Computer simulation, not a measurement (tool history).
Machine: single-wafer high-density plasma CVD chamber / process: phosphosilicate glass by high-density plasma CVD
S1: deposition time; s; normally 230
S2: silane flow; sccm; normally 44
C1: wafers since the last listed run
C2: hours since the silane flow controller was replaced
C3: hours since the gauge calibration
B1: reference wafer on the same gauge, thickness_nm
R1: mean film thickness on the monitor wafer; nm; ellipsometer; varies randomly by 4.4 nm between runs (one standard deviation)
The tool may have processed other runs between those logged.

| run | hour | S1 | S2 | C1 | C2 | C3 | B1 | R1 |
|---|---|---|---|---|---|---|---|---|
| 1 | 0 | 230 | 50 | 0 | 4793.5 | 135 | 881.967 | 1068.977 |
| 2 | 15.8 | 230 | 50 | 80 | 4809.3 | 150.8 | 880.839 | 1065.427 |
|  | 20.6 | gauge calibrated |
| 3 | 31.6 | 203 | 44 | 80 | 4825.1 | 11 | 882.223 | 857.556 |
| 4 | 39.2 | 230 | 44 | 38 | 4832.7 | 18.6 | 880.287 | 975.576 |
| 5 | 49.8 | 230 | 44 | 54 | 4843.3 | 29.2 | 882.172 | 973.984 |
| 6 | 59.3 | 230 | 44 | 48 | 4852.8 | 38.7 | 881.473 | 970.349 |
| 7 | 68.4 | 230 | 44 | 46 | 4861.9 | 47.8 | 881.664 | 975.019 |
| 8 | 83.5 | 230 | 44 | 77 | 4877 | 62.9 | 880.272 | 974.906 |
| 9 | 93.2 | 230 | 44 | 49 | 4886.7 | 72.6 | 882.479 | 973.187 |
| 10 | 103.3 | 230 | 44 | 51 | 4896.8 | 82.7 | 880.887 | 981.948 |
| 11 | 116.5 | 230 | 44 | 67 | 4910 | 95.9 | 881.619 | 974.577 |
| 12 | 132.3 | 205 | 37 | 80 | 4925.8 | 111.7 | 880.373 | 763.706 |
|  | 154.8 | silane flow controller replaced |
| 13 | 155.3 | 254 | 38 | 76 | 0.5 | 134.7 | 880.98 | 969.387 |
| 14 | 156.1 | 187 | 36 | 4 | 1.3 | 135.5 | 882.737 | 679.171 |
| 15 | 163.3 | 200 | 38 | 36 | 8.5 | 142.7 | 880.398 | 758.775 |
|  | 168.9 | gauge calibrated |
| 16 | 171.8 | 211 | 50 | 43 | 17 | 2.9 | 883.239 | 979.249 |
| 17 | 183.8 | 230 | 44 | 61 | 29 | 14.9 | 880.538 | 975.972 |
| 18 | 198.1 | 218 | 40 | 72 | 43.3 | 29.2 | 879.833 | 857.074 |
| 19 | 211.9 | 230 | 44 | 70 | 57.1 | 43 | 881.125 | 970.86 |
| 20 | 221.9 | 216 | 50 | 51 | 67.1 | 53 | 880.54 | 1008.602 |
| 21 | 239.4 | 214 | 47 | 89 | 84.6 | 70.5 | 880.655 | 951.668 |

Forecast each of these 5 alternatives for the next run:
| A | 239.9 | 230 | 44 | 2 | 85.1 | 71 | ? | ? |
| B | 239.9 | 265 | 52 | 2 | 85.1 | 71 | ? | ? |
| C | 239.9 | 199 | 48 | 2 | 85.1 | 71 | ? | ? |
| D | 239.9 | 260 | 52 | 2 | 85.1 | 71 | ? | ? |
| E | 239.9 | 257 | 50 | 2 | 85.1 | 71 | ? | ? |

| run | B1 | R1 |
|---|---|---|
| A | 880.425 | 977.585 |
| B | 880.425 | 1278.4 |
| C | 880.425 | 902.915 |
| D | 880.425 | 1254.279 |
| E | 880.425 | 1202.941 |
Without the tool's hidden state the same runs would have given:
| run | R1 |
|---|---|
| A | 977.585 |
| B | 1278.4 |
| C | 902.915 |
| D | 1254.279 |
| E | 1202.941 |
